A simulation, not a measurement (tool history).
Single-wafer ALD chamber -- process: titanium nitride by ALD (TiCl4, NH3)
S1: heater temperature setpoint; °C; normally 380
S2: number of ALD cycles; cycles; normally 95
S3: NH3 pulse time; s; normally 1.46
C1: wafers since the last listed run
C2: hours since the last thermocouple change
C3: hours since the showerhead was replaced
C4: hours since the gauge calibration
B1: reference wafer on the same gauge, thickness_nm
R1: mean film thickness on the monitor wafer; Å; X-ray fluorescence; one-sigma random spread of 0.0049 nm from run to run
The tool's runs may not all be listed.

run	hour	S1	S2	S3	C1	C2	C3	C4	B1	R1
1	0.0	380	95	1.46	0	877.3	5362.5	1181.3	1.745	19.63
2	44.3	380	95	1.46	90	921.6	5406.8	1225.6	1.747	19.60
3	92.1	380	95	1.46	97	969.4	5454.6	1273.4	1.746	19.67
4	139.0	388	95	1.15	95	1016.3	5501.5	1320.3	1.747	19.57
# hour 158.3: thermocouple changed; heater temperature recalibrated
5	215.2	388	95	1.15	138	56.9	5577.7	1396.5	1.748	19.53
6	282.8	388	95	1.15	137	124.5	5645.3	1464.1	1.749	19.55
7	380.8	380	95	1.86	199	222.5	5743.3	1562.1	1.750	19.84
8	479.7	380	95	1.46	201	321.4	5842.2	1661.0	1.753	19.64
9	567.2	380	95	1.46	178	408.9	5929.7	1748.5	1.753	19.73
10	670.0	380	95	1.46	209	511.7	6032.5	1851.3	1.756	19.71
11	730.8	380	95	1.46	123	572.5	6093.3	1912.1	1.756	19.67
12	838.2	380	95	1.46	218	679.9	6200.7	2019.5	1.758	19.67
13	913.3	380	95	1.46	152	755.0	6275.8	2094.6	1.760	19.75
14	1025.6	380	95	1.46	228	867.3	6388.1	2206.9	1.762	19.74
# hour 1050.4: thermocouple changed; heater temperature recalibrated
# hour 1100.4: gauge calibrated
15	1115.8	380	101	1.79	167	65.4	6478.3	15.4	1.739	20.97
16	1193.9	376	108	0.98	159	143.5	6556.4	93.5	1.740	21.57
17	1262.8	391	95	1.46	140	212.4	6625.3	162.4	1.739	19.79
18	1357.8	387	95	1.46	193	307.4	6720.3	257.4	1.740	19.73
19	1406.0	376	108	0.98	98	355.6	6768.5	305.6	1.739	21.55
20	1494.9	380	104	1.46	181	444.5	6857.4	394.5	1.740	21.37
21	1567.2	385	95	1.92	147	516.8	6929.7	466.8	1.740	19.76
# hour 1669.6: showerhead replaced
22	1858.0	372	80	1.85	575	807.6	188.4	757.6	1.742	16.48
23	1957.8	380	95	1.46	203	907.4	288.2	857.4	1.743	19.49
24	2103.1	380	95	0.98	295	1052.7	433.5	1002.7	1.744	19.15
# hour 2113.9: thermocouple changed; heater temperature recalibrated
25	2197.8	380	77	1.20	176	83.9	528.2	1097.4	1.746	15.66
26	2254.6	385	108	1.75	115	140.7	585.0	1154.2	1.747	22.62

Entry by entry between the runs, the difference in hidden state between the last listed run before and the first listed run after:
After run 4, before run 5: thermocouple changed; heater temperature recalibrated (hour 158.3)
  gauge reads high (%): 0.404 -> 0.462
  measured result minus the result with no hidden state, R1: +0.08 -> +0.09 Å
After run 14, before run 15: thermocouple changed; heater temperature recalibrated (hour 1050.4); gauge calibrated (hour 1100.4)
  gauge reads high (%): 1.27 -> -0.0496
  measured result minus the result with no hidden state, R1: +0.24 -> -0.01 Å
After run 21, before run 22: showerhead replaced (hour 1669.6)
  gauge reads high (%): 0.0107 -> 0.109
  measured result minus the result with no hidden state, R1: +0.00 -> +0.01 Å
After run 24, before run 25: thermocouple changed; heater temperature recalibrated (hour 2113.9)
  gauge reads high (%): 0.229 -> 0.284
  measured result minus the result with no hidden state, R1: +0.04 -> +0.04 Å
